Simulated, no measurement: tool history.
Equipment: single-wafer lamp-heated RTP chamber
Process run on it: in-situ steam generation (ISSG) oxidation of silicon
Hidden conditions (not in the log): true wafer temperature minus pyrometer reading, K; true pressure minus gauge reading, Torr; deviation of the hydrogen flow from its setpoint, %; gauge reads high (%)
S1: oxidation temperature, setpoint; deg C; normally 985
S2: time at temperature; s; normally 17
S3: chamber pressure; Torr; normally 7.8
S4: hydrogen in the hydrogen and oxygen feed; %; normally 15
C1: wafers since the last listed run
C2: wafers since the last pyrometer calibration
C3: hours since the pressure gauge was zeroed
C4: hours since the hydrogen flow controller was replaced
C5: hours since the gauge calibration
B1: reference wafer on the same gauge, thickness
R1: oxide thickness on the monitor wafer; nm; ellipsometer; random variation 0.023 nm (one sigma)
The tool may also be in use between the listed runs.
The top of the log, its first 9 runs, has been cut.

run,day,S1,S2,S3,S4,C1,C2,C3,C4,C5,B1,R1
10,25.45,985,20,7.8,20,430,1815,2900.8,3585.8,820.5,4.913,5.381
11,29.567,985,20,7.8,20,1099,2914,2999.6,3684.6,919.3,4.906,5.441
12,32.121,985,20,7.8,20,682,3596,3060.9,3745.9,980.6,4.914,5.463
13,36.333,985,17,7.8,15,1124,4721,3162,3847,1081.7,4.913,4.788
# day 37.571: pressure gauge zeroed
# day 39.796: pyrometer window cleaned and pyrometer calibrated
14,39.925,985,17,7.8,15,781,34,56.5,3933.2,1167.9,4.909,4.675
15,43.292,992,17,7.8,15,899,933,137.3,4014,1248.7,4.909,4.858
16,47.388,985,17,7.8,15,1093,2027,235.6,4112.3,1347,4.912,4.726
17,51.079,993,23,7.8,11,985,3012,324.2,4200.9,1435.6,4.907,5.274
18,54.254,1003,17,7.8,20,847,3860,400.4,4277.1,1511.8,4.906,5.544
19,58.229,995,17,6.9,19,1061,4922,495.8,4372.5,1607.2,4.906,5.335
# day 59.512: pyrometer window cleaned and pyrometer calibrated
20,60.162,985,22,6.9,11,427,174,542.2,4418.9,1653.6,4.907,4.93
21,64.212,985,17,7.8,15,1081,1255,639.4,4516.1,1750.8,4.907,4.695
22,75.154,985,17,7.8,15,2921,4177,902,4778.7,2013.4,4.91,4.813
23,78.838,985,17,7.8,15,983,5161,990.4,4867.1,2101.8,4.912,4.814
# day 80.254: gauge calibrated
# day 81.112: pyrometer window cleaned and pyrometer calibrated
# day 81.921: hydrogen flow controller replaced
24,82.421,985,17,6.9,15,778,260,1076.4,12,52,4.907,4.687
25,85.229,1001,12,7.8,15,749,1010,1143.8,79.4,119.4,4.91,4.297
26,89.7,997,17,7.8,15,1193,2203,1251.1,186.7,226.7,4.911,4.939
27,92.292,999,13,7.8,15,692,2895,1313.3,248.9,288.9,4.913,4.391
28,96.654,998,21,8.2,11,1164,4060,1418,353.6,393.6,4.91,5.195
29,100.396,985,17,7.8,15,999,5060,1507.8,443.4,483.4,4.904,4.843
30,101.996,985,17,7.8,15,427,5487,1546.2,481.8,521.8,4.914,4.905
# day 102.75: pyrometer window cleaned and pyrometer calibrated
31,105.625,970,17,7.8,15,880,767,1633.3,568.9,608.9,4.908,4.467
32,107.796,985,17,7.8,15,579,1347,1685.4,621,661,4.909,4.706

Consider 3 possible next runs. They are alternatives, not a sequence: every one starts from the tool as it was left by run 32. What does each give?
A,107.812,985,21,7.8,15,4,1352,1685.8,621.4,661.4,?,?
B,107.812,985,23,8.9,24,4,1352,1685.8,621.4,661.4,?,?
C,107.812,985,12,7.8,15,4,1352,1685.8,621.4,661.4,?,?

run,B1,R1
A,4.917,5.214
B,4.917,6.005
C,4.917,4.072
Take away the tool's hidden state, keep each run's random variation, and the runs would have read:
run,R1
A,5.182
B,5.967
C,4.052
